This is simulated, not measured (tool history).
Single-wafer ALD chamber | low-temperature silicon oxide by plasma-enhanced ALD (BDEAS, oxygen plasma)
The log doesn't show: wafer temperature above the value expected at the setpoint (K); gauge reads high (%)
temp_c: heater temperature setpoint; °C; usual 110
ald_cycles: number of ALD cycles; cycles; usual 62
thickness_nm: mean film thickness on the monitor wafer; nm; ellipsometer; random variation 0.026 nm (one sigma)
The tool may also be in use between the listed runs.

| run | hour | temp_c | ald_cycles | wafers since the last listed run | hours since the last thermocouple change | hours since the gauge calibration | read-back reference wafer on the same gauge, thickness_nm | thickness_nm |
|---|---|---|---|---|---|---|---|---|
| 1 | 0.0 | 110 | 62 | 0 | 1338.3 | 719.1 | 7.054 | 7.992 |
| 2 | 46.5 | 110 | 62 | 259 | 1384.8 | 765.6 | 7.053 | 7.995 |
| 3 | 101.1 | 110 | 62 | 304 | 1439.4 | 820.2 | 7.059 | 7.969 |
| 4 | 178.1 | 117 | 62 | 429 | 1516.4 | 897.2 | 7.065 | 7.856 |
| 5 | 228.7 | 117 | 62 | 282 | 1567.0 | 947.8 | 7.061 | 7.924 |
| 6 | 327.8 | 110 | 62 | 552 | 1666.1 | 1046.9 | 7.057 | 8.036 |
|  | 337.1 | gauge calibrated |
|  | 356.4 | thermocouple changed; heater temperature recalibrated |
| 7 | 428.8 | 110 | 59 | 518 | 72.4 | 91.7 | 7.055 | 7.602 |
| 8 | 485.7 | 95 | 62 | 317 | 129.3 | 148.6 | 7.064 | 8.336 |
| 9 | 545.5 | 110 | 62 | 333 | 189.1 | 208.4 | 7.056 | 7.973 |

Forecast run 10:
| 10 | 620.9 | 101 | 67 | 420 | 264.5 | 283.8 | ? | ? |

Run 10 gave read-back reference wafer on the same gauge, thickness_nm 7.063, thickness_nm 8.732 nm.
Without the tool's hidden state the same run would have given thickness_nm 8.732 nm.

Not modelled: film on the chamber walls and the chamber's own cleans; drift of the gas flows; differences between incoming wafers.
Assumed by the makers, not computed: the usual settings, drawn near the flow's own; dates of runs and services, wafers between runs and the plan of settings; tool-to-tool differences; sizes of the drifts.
